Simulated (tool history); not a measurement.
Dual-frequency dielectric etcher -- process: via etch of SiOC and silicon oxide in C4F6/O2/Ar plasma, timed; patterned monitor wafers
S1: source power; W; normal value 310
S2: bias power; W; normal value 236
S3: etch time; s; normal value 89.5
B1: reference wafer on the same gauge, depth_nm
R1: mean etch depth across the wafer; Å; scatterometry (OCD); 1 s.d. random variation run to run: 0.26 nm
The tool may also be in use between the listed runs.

run 1 hour=0.0 | S1=310 S2=214 S3=77.0 | B1=84.1 | R1=773
run 2 hour=8.3 | S1=310 S2=214 S3=77.0 | B1=84.1 | R1=773
run 3 hour=22.2 | S1=310 S2=214 S3=77.0 | B1=84.1 | R1=774
run 4 hour=33.1 | S1=310 S2=213 S3=89.5 | B1=84.1 | R1=897
run 5 hour=44.9 | S1=310 S2=213 S3=89.5 | B1=84.1 | R1=899
run 6 hour=62.0 | S1=280 S2=236 S3=89.5 | B1=84.1 | R1=878
-- hour=86.1 wet clean of the chamber
-- hour=88.7 upper electrode replaced
run 7 hour=89.2 | S1=310 S2=236 S3=89.5 | B1=84.1 | R1=922
run 8 hour=89.5 | S1=310 S2=236 S3=89.5 | B1=84.1 | R1=919
-- hour=99.1 bias power generator calibrated
run 9 hour=99.6 | S1=310 S2=236 S3=89.5 | B1=84.1 | R1=916
-- hour=113.4 source power generator calibrated
run 10 hour=115.0 | S1=310 S2=236 S3=89.5 | B1=84.1 | R1=919
-- hour=116.7 gauge calibrated
run 11 hour=127.3 | S1=380 S2=212 S3=100.0 | B1=84.1 | R1=1100
run 12 hour=141.5 | S1=310 S2=278 S3=101.0 | B1=84.1 | R1=1088
run 13 hour=161.3 | S1=290 S2=189 S3=89.5 | B1=84.1 | R1=842
run 14 hour=173.6 | S1=240 S2=190 S3=89.5 | B1=84.1 | R1=768
run 15 hour=184.5 | S1=280 S2=221 S3=62.5 | B1=84.1 | R1=604
run 16 hour=199.9 | S1=310 S2=236 S3=89.5 | B1=84.1 | R1=925
run 17 hour=209.2 | S1=230 S2=272 S3=116.0 | B1=84.1 | R1=1079
run 18 hour=223.2 | S1=310 S2=286 S3=89.5 | B1=84.1 | R1=973

Predict each of these 3 candidate next runs independently; none follows another, all start after run 18:
run A hour=223.6 | S1=310 S2=236 S3=89.5 | B1=? | R1=?
run B hour=223.6 | S1=310 S2=236 S3=99.0 | B1=? | R1=?
run C hour=223.6 | S1=270 S2=185 S3=68.5 | B1=? | R1=?

run=A B1=84.1 R1=922
run=B B1=84.1 R1=1020
run=C B1=84.1 R1=620
The same runs, with their run-to-run variation unchanged, on a tool lacking any hidden condition would have given:
run=A R1=922
run=B R1=1020
run=C R1=620
